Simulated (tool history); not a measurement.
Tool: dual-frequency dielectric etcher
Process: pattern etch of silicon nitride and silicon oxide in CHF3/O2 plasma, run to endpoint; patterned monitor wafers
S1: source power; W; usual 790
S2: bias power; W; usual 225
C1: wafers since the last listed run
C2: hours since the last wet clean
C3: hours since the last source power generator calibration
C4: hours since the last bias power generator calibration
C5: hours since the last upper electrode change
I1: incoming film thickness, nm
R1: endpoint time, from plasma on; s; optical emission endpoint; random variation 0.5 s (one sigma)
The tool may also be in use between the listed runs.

Run 1, hour 0.0: usual settings; C1 0; C2 402.4; C3 2319.5; C4 2438.4; C5 2008.4; I1 281.8. Result: R1 164.5 s.
At hour 23.6: wet clean of the chamber.
Run 2, hour 95.1: usual settings; C1 583; C2 71.5; C3 2414.6; C4 2533.5; C5 2103.5; I1 279.6. Result: R1 168.0 s.
Run 3, hour 134.6: usual settings; C1 322; C2 111.0; C3 2454.1; C4 2573.0; C5 2143.0; I1 278.7. Result: R1 166.3 s.
Run 4, hour 171.9: usual settings but S2 199 W; C1 304; C2 148.3; C3 2491.4; C4 2610.3; C5 2180.3; I1 277.1. Result: R1 173.6 s.
Run 5, hour 255.0: usual settings but S2 199 W; C1 679; C2 231.4; C3 2574.5; C4 2693.4; C5 2263.4; I1 282.3. Result: R1 175.4 s.
Run 6, hour 356.7: usual settings but S2 199 W; C1 831; C2 333.1; C3 2676.2; C4 2795.1; C5 2365.1; I1 275.9. Result: R1 170.8 s.
Run 7, hour 428.0: usual settings; C1 582; C2 404.4; C3 2747.5; C4 2866.4; C5 2436.4; I1 277.5. Result: R1 161.8 s.
At hour 525.0: wet clean of the chamber.
Run 8, hour 529.3: usual settings; C1 631; C2 4.3; C3 2848.8; C4 2967.7; C5 2537.7; I1 277.8. Result: R1 167.3 s.
At hour 595.7: source power generator calibrated.
Run 9, hour 633.5: usual settings; C1 818; C2 108.5; C3 37.8; C4 3071.9; C5 2641.9; I1 278.6. Result: R1 164.4 s.
Run 10, hour 689.2: usual settings; C1 455; C2 164.2; C3 93.5; C4 3127.6; C5 2697.6; I1 279.5. Result: R1 163.4 s.
At hour 753.0: upper electrode replaced.
Run 11, hour 785.0: usual settings; C1 586; C2 260.0; C3 189.3; C4 3223.4; C5 32.0; I1 279.6. Result: R1 162.9 s.
Run 12, hour 829.9: usual settings but S1 700 W, S2 275 W; C1 366; C2 304.9; C3 234.2; C4 3268.3; C5 76.9; I1 278.5. Result: R1 156.3 s.
Run 13, hour 883.8: usual settings but S1 640 W, S2 255 W; C1 440; C2 358.8; C3 288.1; C4 3322.2; C5 130.8; I1 281.6. Result: R1 168.4 s.
Run 14, hour 927.9: usual settings but S1 620 W; C1 360; C2 402.9; C3 332.2; C4 3366.3; C5 174.9; I1 275.9. Result: R1 174.9 s.
Run 15, hour 966.1: usual settings but S2 196 W; C1 312; C2 441.1; C3 370.4; C4 3404.5; C5 213.1; I1 277.8. Result: R1 170.2 s.
At hour 1005.8: wet clean of the chamber.
Run 16, hour 1051.6: usual settings but S1 970 W, S2 247 W; C1 502; C2 45.8; C3 455.9; C4 3490.0; C5 298.6; I1 278.6. Result: R1 147.7 s.
Run 17, hour 1098.3: usual settings; C1 381; C2 92.5; C3 502.6; C4 3536.7; C5 345.3; I1 277.8. Result: R1 166.0 s.
At hour 1102.9: bias power generator calibrated.
Run 18, hour 1147.1: usual settings; C1 366; C2 141.3; C3 551.4; C4 44.2; C5 394.1; I1 276.3. Result: R1 164.1 s.
Run 19, hour 1234.4: usual settings but S1 590 W, S2 261 W; C1 713; C2 228.6; C3 638.7; C4 131.5; C5 481.4; I1 282.0. Result: R1 175.9 s.
Run 20, hour 1300.9: usual settings; C1 543; C2 295.1; C3 705.2; C4 198.0; C5 547.9; I1 281.3. Result: R1 165.9 s.
Run 21, hour 1369.0: usual settings but S1 900 W, S2 181 W; C1 556; C2 363.2; C3 773.3; C4 266.1; C5 616.0; I1 278.5. Result: R1 169.1 s.
Run 22, hour 1414.6: usual settings but S1 930 W; C1 372; C2 408.8; C3 818.9; C4 311.7; C5 661.6; I1 279.1. Result: R1 152.0 s.
At hour 1476.6: wet clean of the chamber.
Run 23, hour 1477.1: usual settings but S1 640 W, S2 256 W; C1 314; C2 0.5; C3 881.4; C4 374.2; C5 724.1; I1 278.7. Result: R1 173.4 s.

Forecast each of these 3 alternatives for the next run:
Run A, hour 1477.6: usual settings; C1 4; C2 1.0; C3 881.9; C4 374.7; C5 724.6; I1 280.5. Result: R1 ?.
Run B, hour 1477.6: usual settings but S1 590 W, S2 243 W; C1 4; C2 1.0; C3 881.9; C4 374.7; C5 724.6; I1 280.5. Result: R1 ?.
Run C, hour 1477.6: usual settings but S1 980 W, S2 243 W; C1 4; C2 1.0; C3 881.9; C4 374.7; C5 724.6; I1 280.5. Result: R1 ?.

run     R1
  A  168.1
  B  182.5
  C  149.4
Without the tool's hidden state the same runs would have given:
run     R1
  A  165.9
  B  180.3
  C  147.5
